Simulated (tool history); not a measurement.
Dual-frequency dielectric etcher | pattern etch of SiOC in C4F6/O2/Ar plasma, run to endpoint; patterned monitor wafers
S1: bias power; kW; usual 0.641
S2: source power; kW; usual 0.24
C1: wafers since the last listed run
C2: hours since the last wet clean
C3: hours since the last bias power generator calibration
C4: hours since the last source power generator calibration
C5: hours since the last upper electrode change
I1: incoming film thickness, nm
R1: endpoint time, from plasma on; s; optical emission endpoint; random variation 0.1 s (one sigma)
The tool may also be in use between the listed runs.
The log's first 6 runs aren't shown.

run 7 hour=259.7 | S1=0.641 S2=0.19 | C1=536 C2=174.1 C3=644.3 C4=3567.4 C5=4016.5 | I1=50.7 | R1=20.2
run 8 hour=324 | S1=0.641 S2=0.19 | C1=1081 C2=238.4 C3=708.6 C4=3631.7 C5=4080.8 | I1=50 | R1=20
run 9 hour=361.6 | S1=0.641 S2=0.19 | C1=632 C2=276 C3=746.2 C4=3669.3 C5=4118.4 | I1=49.9 | R1=19.8
run 10 hour=407.8 | S1=0.641 S2=0.22 | C1=776 C2=322.2 C3=792.4 C4=3715.5 C5=4164.6 | I1=50.3 | R1=18.5
-- hour=436.1 wet clean of the chamber
run 11 hour=462.3 | S1=0.641 S2=0.22 | C1=512 C2=26.2 C3=846.9 C4=3770 C5=4219.1 | I1=50.2 | R1=18.5
run 12 hour=524.5 | S1=0.641 S2=0.24 | C1=1045 C2=88.4 C3=909.1 C4=3832.2 C5=4281.3 | I1=50.2 | R1=17.8
run 13 hour=566.7 | S1=0.641 S2=0.24 | C1=709 C2=130.6 C3=951.3 C4=3874.4 C5=4323.5 | I1=50 | R1=17.7
run 14 hour=624.4 | S1=0.714 S2=0.21 | C1=970 C2=188.3 C3=1009 C4=3932.1 C5=4381.2 | I1=50.1 | R1=18
-- hour=678.8 upper electrode replaced
run 15 hour=679.3 | S1=0.714 S2=0.21 | C1=519 C2=243.2 C3=1063.9 C4=3987 C5=0.5 | I1=49.5 | R1=17.7
run 16 hour=698.6 | S1=0.699 S2=0.29 | C1=324 C2=262.5 C3=1083.2 C4=4006.3 C5=19.8 | I1=50.2 | R1=15.6
run 17 hour=742.1 | S1=0.641 S2=0.24 | C1=731 C2=306 C3=1126.7 C4=4049.8 C5=63.3 | I1=49.7 | R1=17.5
-- hour=810.9 wet clean of the chamber
run 18 hour=811.4 | S1=0.553 S2=0.2 | C1=761 C2=0.5 C3=1196 C4=4119.1 C5=132.6 | I1=50.2 | R1=21
run 19 hour=846 | S1=0.641 S2=0.24 | C1=581 C2=35.1 C3=1230.6 C4=4153.7 C5=167.2 | I1=49.9 | R1=17.4

Run 20 comes next. What will it give?
run 20 hour=889.8 | S1=0.531 S2=0.26 | C1=736 C2=78.9 C3=1274.4 C4=4197.5 C5=211 | I1=50.6 | R1=?

R1: 18.8 s
Without the tool's hidden state the same run would have given R1 19.2 s.
